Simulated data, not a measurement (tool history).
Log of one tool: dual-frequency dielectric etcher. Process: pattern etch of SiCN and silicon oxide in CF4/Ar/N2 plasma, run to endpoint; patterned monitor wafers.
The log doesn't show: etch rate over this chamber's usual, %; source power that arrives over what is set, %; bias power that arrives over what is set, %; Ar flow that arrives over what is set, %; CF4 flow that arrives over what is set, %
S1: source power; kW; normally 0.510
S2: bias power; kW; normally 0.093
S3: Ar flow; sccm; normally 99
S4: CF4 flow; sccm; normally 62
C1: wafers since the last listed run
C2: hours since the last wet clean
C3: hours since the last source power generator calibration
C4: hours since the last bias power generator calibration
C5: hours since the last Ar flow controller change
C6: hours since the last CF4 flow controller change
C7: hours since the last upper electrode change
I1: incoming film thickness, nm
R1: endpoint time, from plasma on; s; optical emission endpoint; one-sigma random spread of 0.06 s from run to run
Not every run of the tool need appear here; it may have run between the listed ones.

run,hour,S1,S2,S3,S4,C1,C2,C3,C4,C5,C6,C7,I1,R1
1,0.0,0.510,0.082,99,62,0,220.5,3503.4,4839.3,4398.0,1604.5,2721.5,9.75,10.8
2,17.0,0.510,0.082,99,62,330,237.5,3520.4,4856.3,4415.0,1621.5,2738.5,9.63,10.7
3,27.8,0.510,0.082,99,62,209,248.3,3531.2,4867.1,4425.8,1632.3,2749.3,9.69,10.7
4,42.7,0.510,0.085,99,53,289,263.2,3546.1,4882.0,4440.7,1647.2,2764.2,9.65,11.0
5,67.7,0.510,0.085,99,53,485,288.2,3571.1,4907.0,4465.7,1672.2,2789.2,9.74,11.2
# hour 72.1: source power generator calibrated
# hour 76.0: CF4 flow controller replaced
6,83.4,0.510,0.085,99,53,152,303.9,11.3,4922.7,4481.4,7.4,2804.9,9.74,11.1
7,94.6,0.510,0.093,99,62,217,315.1,22.5,4933.9,4492.6,18.6,2816.1,9.64,10.3
8,108.1,0.510,0.093,99,62,262,328.6,36.0,4947.4,4506.1,32.1,2829.6,9.67,10.2
9,125.2,0.510,0.093,99,62,332,345.7,53.1,4964.5,4523.2,49.2,2846.7,9.69,10.4
# hour 142.9: Ar flow controller replaced
10,143.4,0.510,0.093,99,52,237,363.9,71.3,4982.7,0.5,67.4,2864.9,9.69,10.9
# hour 169.7: wet clean of the chamber
# hour 176.0: upper electrode replaced, of another model than before
11,176.5,0.510,0.093,99,47,56,6.8,104.4,5015.8,33.6,100.5,0.5,9.68,10.7
12,176.8,0.510,0.106,106,62,5,7.1,104.7,5016.1,33.9,100.8,0.8,9.74,9.4
13,178.9,0.410,0.093,75,62,40,9.2,106.8,5018.2,36.0,102.9,2.9,9.64,12.8
# hour 184.6: bias power generator calibrated
14,188.8,0.390,0.093,99,62,114,19.1,116.7,4.2,45.9,112.8,12.8,9.70,14.3
15,203.6,0.570,0.100,99,62,287,33.9,131.5,19.0,60.7,127.6,27.6,9.77,8.6
16,218.3,0.510,0.084,99,62,285,48.6,146.2,33.7,75.4,142.3,42.3,9.79,10.9
17,234.9,0.560,0.113,99,62,322,65.2,162.8,50.3,92.0,158.9,58.9,9.68,8.1

Table of differences, measured result less the result of that run with no hidden state. Run-to-run variation is the same in both. Gauge scatter possibly is not:
run,R1
1,+0.2
2,+0.3
3,+0.3
4,+0.3
5,+0.4
6,+0.4
7,+0.4
8,+0.4
9,+0.5
10,+0.5
11,+0.1
12,+0.1
13,+0.1
14,+0.1
15,+0.1
16,+0.1
17,+0.2
